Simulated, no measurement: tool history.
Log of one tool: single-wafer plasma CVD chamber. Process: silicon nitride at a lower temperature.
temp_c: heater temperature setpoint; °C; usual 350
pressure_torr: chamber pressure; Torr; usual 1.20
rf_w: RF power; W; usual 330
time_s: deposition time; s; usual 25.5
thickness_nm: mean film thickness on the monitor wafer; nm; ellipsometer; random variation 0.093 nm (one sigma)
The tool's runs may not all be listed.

run    hour  temp_c  pressure_torr  rf_w  time_s  wafers since the last listed run  hours since the last thermocouple change  hours since the last RF generator calibration  hours since the last manometer calibration  hours since the showerhead was replaced  hours since the gauge calibration  read-back reference wafer on the same gauge, thickness_nm  thickness_nm
  1     0.0     354           1.20   330    25.5                                 0                                      47.5                                          831.4                                        10.4                                   3412.7                             1514.9                                                     33.107        28.596
  2    49.3     354           1.20   330    25.5                              1708                                      96.8                                          880.7                                        59.7                                   3462.0                             1564.2                                                     33.073        28.503
  3    98.2     354           1.20   330    25.5                              1694                                     145.7                                          929.6                                       108.6                                   3510.9                             1613.1                                                     33.078        28.456
  4   161.0     350           1.20   330    25.5                              2176                                     208.5                                          992.4                                       171.4                                   3573.7                             1675.9                                                     33.117        28.616
  5   186.5     350           1.20   330    25.5                               883                                     234.0                                         1017.9                                       196.9                                   3599.2                             1701.4                                                     33.090        28.227
      202.5  -- gauge calibrated
  6   248.5     350           1.20   330    25.5                              2148                                     296.0                                         1079.9                                       258.9                                   3661.2                               46.0                                                     33.084        28.196
  7   307.0     350           1.20   330    25.5                              2027                                     354.5                                         1138.4                                       317.4                                   3719.7                              104.5                                                     33.112        28.106
      345.5  -- RF generator calibrated
  8   363.5     358           1.20   330    25.5                              1680                                     411.0                                           18.0                                       373.9                                   3776.2                              161.0                                                     33.138        29.004
  9   440.6     350           1.20   330    25.5                              2672                                     488.1                                           95.1                                       451.0                                   3853.3                              238.1                                                     33.110        28.964
      456.1  -- showerhead replaced
 10   466.3     350           1.20   330    22.3                               613                                     513.8                                          120.8                                       476.7                                     10.2                              263.8                                                     33.107        25.493
 11   506.0     350           1.20   330    28.3                              1375                                     553.5                                          160.5                                       516.4                                     49.9                              303.5                                                     33.121        32.376
 12   557.4     350           1.20   330    23.4                              1781                                     604.9                                          211.9                                       567.8                                    101.3                              354.9                                                     33.086        26.736
 13   587.9     350           1.20   330    25.5                              1057                                     635.4                                          242.4                                       598.3                                    131.8                              385.4                                                     33.112        29.062
 14   613.9     359           1.05   380    25.5                               901                                     661.4                                          268.4                                       624.3                                    157.8                              411.4                                                     33.127        29.755
 15   670.9     350           1.46   330    27.1                              1975                                     718.4                                          325.4                                       681.3                                    214.8                              468.4                                                     33.125        32.960
 16   708.0     350           1.00   330    25.5                              1285                                     755.5                                          362.5                                       718.4                                    251.9                              505.5                                                     33.140        27.126
 17   759.6     345           1.20   330    22.2                              1788                                     807.1                                          414.1                                       770.0                                    303.5                              557.1                                                     33.084        25.310
 18   809.7     350           1.20   330    25.5                              1736                                     857.2                                          464.2                                       820.1                                    353.6                              607.2                                                     33.130        28.790
 19   839.4     350           1.20   295    25.5                              1029                                     886.9                                          493.9                                       849.8                                    383.3                              636.9                                                     33.104        27.190
 20   880.3     350           1.20   360    25.5                              1417                                     927.8                                          534.8                                       890.7                                    424.2                              677.8                                                     33.117        30.075
 21   928.7     338           1.45   300    29.9                              1677                                     976.2                                          583.2                                       939.1                                    472.6                              726.2                                                     33.124        34.287
 22   969.8     350           1.11   330    25.5                              1424                                    1017.3                                          624.3                                       980.2                                    513.7                              767.3                                                     33.107        27.969
 23  1015.0     337           1.29   330    25.5                              1566                                    1062.5                                          669.5                                      1025.4                                    558.9                              812.5                                                     33.090        29.577
 24  1080.7     350           1.20   330    25.5                              2276                                    1128.2                                          735.2                                      1091.1                                    624.6                              878.2                                                     33.126        28.630
 25  1108.0     354           1.20   330    25.5                               946                                    1155.5                                          762.5                                      1118.4                                    651.9                              905.5                                                     33.109        28.519
 26  1147.9     350           0.95   330    25.5                              1382                                    1195.4                                          802.4                                      1158.3                                    691.8                              945.4                                                     33.085        25.825
 27  1194.3     350           1.20   330    25.5                              1608                                    1241.8                                          848.8                                      1204.7                                    738.2                              991.8                                                     33.105        28.237
 28  1254.7     350           1.04   330    25.5                              2093                                    1302.2                                          909.2                                      1265.1                                    798.6                             1052.2                                                     33.088        26.659
 29  1278.9     344           1.20   330    25.5                               838                                    1326.4                                          933.4                                      1289.3                                    822.8                             1076.4                                                     33.100        28.255

4 ways to go on from here, each from the tool as it stands after run 29. What would each give?
  A  1279.3     350           1.20   330    25.5                                13                                    1326.8                                          933.8                                      1289.7                                    823.2                             1076.8                                                          ?             ?
  B  1279.3     364           1.20   330    22.5                                13                                    1326.8                                          933.8                                      1289.7                                    823.2                             1076.8                                                          ?             ?
  C  1279.3     344           1.20   385    23.1                                13                                    1326.8                                          933.8                                      1289.7                                    823.2                             1076.8                                                          ?             ?
  D  1279.3     365           0.98   380    30.5                                13                                    1326.8                                          933.8                                      1289.7                                    823.2                             1076.8                                                          ?             ?

run  read-back reference wafer on the same gauge, thickness_nm  thickness_nm
  A                                                     33.118        28.196
  B                                                     33.118        24.734
  C                                                     33.118        27.886
  D                                                     33.118        33.407
Without the tool's hidden state the same runs would have given:
run  thickness_nm
  A        29.146
  B        25.567
  C        28.796
  D        34.540

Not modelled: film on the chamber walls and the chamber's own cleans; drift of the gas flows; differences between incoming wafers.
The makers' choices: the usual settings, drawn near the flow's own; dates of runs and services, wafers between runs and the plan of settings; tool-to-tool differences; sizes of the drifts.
